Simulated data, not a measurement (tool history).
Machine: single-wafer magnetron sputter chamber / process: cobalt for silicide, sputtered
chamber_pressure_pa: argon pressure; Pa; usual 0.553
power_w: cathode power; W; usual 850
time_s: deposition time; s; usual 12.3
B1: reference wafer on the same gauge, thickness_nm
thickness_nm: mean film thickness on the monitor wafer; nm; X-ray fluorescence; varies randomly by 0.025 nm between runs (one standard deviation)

run 1 hour=0.0 | chamber_pressure_pa=0.553 power_w=850 time_s=12.3 | B1=4.478 | thickness_nm=4.983
run 2 hour=49.1 | chamber_pressure_pa=0.553 power_w=850 time_s=12.3 | B1=4.480 | thickness_nm=5.040
run 3 hour=88.8 | chamber_pressure_pa=0.553 power_w=850 time_s=12.3 | B1=4.482 | thickness_nm=4.962
run 4 hour=124.8 | chamber_pressure_pa=0.553 power_w=850 time_s=12.3 | B1=4.482 | thickness_nm=4.966
-- hour=139.1 sputter target and shields replaced
run 5 hour=191.1 | chamber_pressure_pa=0.553 power_w=850 time_s=12.3 | B1=4.485 | thickness_nm=5.018
run 6 hour=254.4 | chamber_pressure_pa=0.607 power_w=850 time_s=12.3 | B1=4.494 | thickness_nm=4.902
run 7 hour=320.4 | chamber_pressure_pa=0.553 power_w=800 time_s=12.3 | B1=4.501 | thickness_nm=4.665
run 8 hour=346.4 | chamber_pressure_pa=0.553 power_w=850 time_s=12.3 | B1=4.507 | thickness_nm=5.015
-- hour=361.1 sputter target and shields replaced
-- hour=370.4 magnet pack replaced
run 9 hour=370.9 | chamber_pressure_pa=0.553 power_w=850 time_s=12.3 | B1=4.507 | thickness_nm=5.038
run 10 hour=410.5 | chamber_pressure_pa=0.553 power_w=700 time_s=12.3 | B1=4.513 | thickness_nm=4.122
-- hour=466.5 capacitance manometer re-zeroed and calibrated
run 11 hour=467.0 | chamber_pressure_pa=0.644 power_w=850 time_s=12.3 | B1=4.521 | thickness_nm=4.801
run 12 hour=518.5 | chamber_pressure_pa=0.608 power_w=700 time_s=14.7 | B1=4.536 | thickness_nm=4.848
-- hour=564.1 sputter target and shields replaced
run 13 hour=579.7 | chamber_pressure_pa=0.553 power_w=650 time_s=11.6 | B1=4.541 | thickness_nm=3.634
run 14 hour=637.7 | chamber_pressure_pa=0.553 power_w=850 time_s=12.3 | B1=4.552 | thickness_nm=5.111
run 15 hour=688.9 | chamber_pressure_pa=0.553 power_w=850 time_s=12.3 | B1=4.562 | thickness_nm=5.097

Run 16, settings as shown, results not yet in. Your forecast:
run 16 hour=735.0 | chamber_pressure_pa=0.644 power_w=850 time_s=12.3 | B1=? | thickness_nm=?

Run 16 gave B1 4.573, thickness_nm 4.920 nm.
With no hidden state in the tool, this same run would have given thickness_nm 4.799 nm.
